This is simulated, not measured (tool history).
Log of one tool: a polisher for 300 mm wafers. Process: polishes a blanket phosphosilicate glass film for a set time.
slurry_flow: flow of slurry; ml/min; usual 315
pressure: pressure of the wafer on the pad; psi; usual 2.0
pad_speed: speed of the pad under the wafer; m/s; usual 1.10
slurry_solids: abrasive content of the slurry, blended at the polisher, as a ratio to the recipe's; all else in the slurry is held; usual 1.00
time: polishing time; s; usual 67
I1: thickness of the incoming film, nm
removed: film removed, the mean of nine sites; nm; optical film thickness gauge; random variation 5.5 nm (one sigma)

Run 1, hour 0.0: usual settings; I1 4162.5. Result: removed 391.8 nm.
Run 2, hour 16.9: usual settings; I1 4179.0. Result: removed 400.4 nm.
Run 3, hour 43.1: usual settings; I1 4177.9. Result: removed 374.1 nm.
Run 4, hour 76.6: usual settings but slurry_flow 240 ml/min; I1 4222.3. Result: removed 360.5 nm.
At hour 99.0: slurry nozzle cleaned.
Run 5, hour 108.7: usual settings but slurry_flow 240 ml/min; I1 4282.2. Result: removed 344.4 nm.
At hour 116.4: worn pad replaced by a new one.
Run 6, hour 127.1: usual settings but slurry_flow 240 ml/min; I1 4261.8. Result: removed 395.3 nm.
At hour 139.3: slurry blender recalibrated.
Run 7, hour 145.0: usual settings; I1 4201.7. Result: removed 393.5 nm.
Run 8, hour 180.0: usual settings; I1 4206.6. Result: removed 398.1 nm.
Run 9, hour 211.9: usual settings but pressure 2.3 psi; I1 4213.9. Result: removed 454.5 nm.
At hour 221.8: conditioning disc replaced and pad reconditioned.
Run 10, hour 232.0: usual settings but slurry_flow 230 ml/min, pad_speed 0.80 m/s; I1 4263.9. Result: removed 300.1 nm.
Run 11, hour 256.6: usual settings but slurry_flow 270 ml/min, pad_speed 0.76 m/s, slurry_solids 0.80, time 47 s; I1 4258.0. Result: removed 182.5 nm.
At hour 271.3: head pressure recalibrated.
Run 12, hour 288.2: usual settings; I1 4270.3. Result: removed 353.1 nm.
Run 13, hour 306.3: usual settings; I1 4140.7. Result: removed 344.7 nm.
At hour 312.7: worn pad replaced by a new one.
Run 14, hour 336.7: usual settings but time 77 s; I1 4271.7. Result: removed 467.4 nm.
Run 15, hour 361.0: usual settings; I1 4206.3. Result: removed 400.6 nm.
Run 16, hour 381.0: usual settings; I1 4197.0. Result: removed 397.7 nm.
Run 17, hour 413.0: usual settings but slurry_flow 210 ml/min, pad_speed 1.42 m/s, time 75 s; I1 4255.3. Result: removed 500.7 nm.
Run 18, hour 431.5: usual settings but pressure 1.4 psi, pad_speed 0.88 m/s, slurry_solids 0.70, time 58 s; I1 4181.4. Result: removed 174.5 nm.
Run 19, hour 453.8: usual settings but slurry_flow 345 ml/min, pressure 1.3 psi, time 75 s; I1 4167.8. Result: removed 266.1 nm.
Run 20, hour 468.2: usual settings but pressure 2.3 psi, slurry_solids 1.10; I1 4252.2. Result: removed 433.4 nm.
Run 21, hour 481.7: usual settings but pad_speed 0.80 m/s; I1 4196.5. Result: removed 293.4 nm.
At hour 493.4: worn pad replaced by a new one.
Run 22, hour 515.0: usual settings but slurry_flow 355 ml/min, time 73 s; I1 4180.4. Result: removed 431.1 nm.
Run 23, hour 538.5: usual settings; I1 4226.5. Result: removed 397.1 nm.
At hour 552.8: slurry blender recalibrated.
Run 24, hour 558.7: usual settings but pad_speed 0.98 m/s, time 81 s; I1 4141.6. Result: removed 456.5 nm.
Run 25, hour 592.6: usual settings but pressure 1.8 psi, pad_speed 1.30 m/s, slurry_solids 1.30; I1 4191.1. Result: removed 428.4 nm.
At hour 610.5: conditioning disc replaced and pad reconditioned.
Run 26, hour 621.0: usual settings but slurry_flow 255 ml/min, slurry_solids 1.15; I1 4182.2. Result: removed 377.2 nm.
Run 27, hour 650.6: usual settings; I1 4183.2. Result: removed 354.1 nm.

3 ways to go on from here, each from the tool as it stands after run 27. What would each give?
Run A, hour 651.0: usual settings but pad_speed 1.46 m/s; I1 4257.1. Result: removed ?.
Run B, hour 651.0: usual settings but pressure 1.3 psi; I1 4257.1. Result: removed ?.
Run C, hour 651.0: usual settings but slurry_solids 1.15, time 59 s; I1 4257.1. Result: removed ?.

run  removed
  A    431.0
  B    231.7
  C    331.1
Without the tool's hidden state the same runs would have given:
run  removed
  A    488.5
  B    262.6
  C    375.4
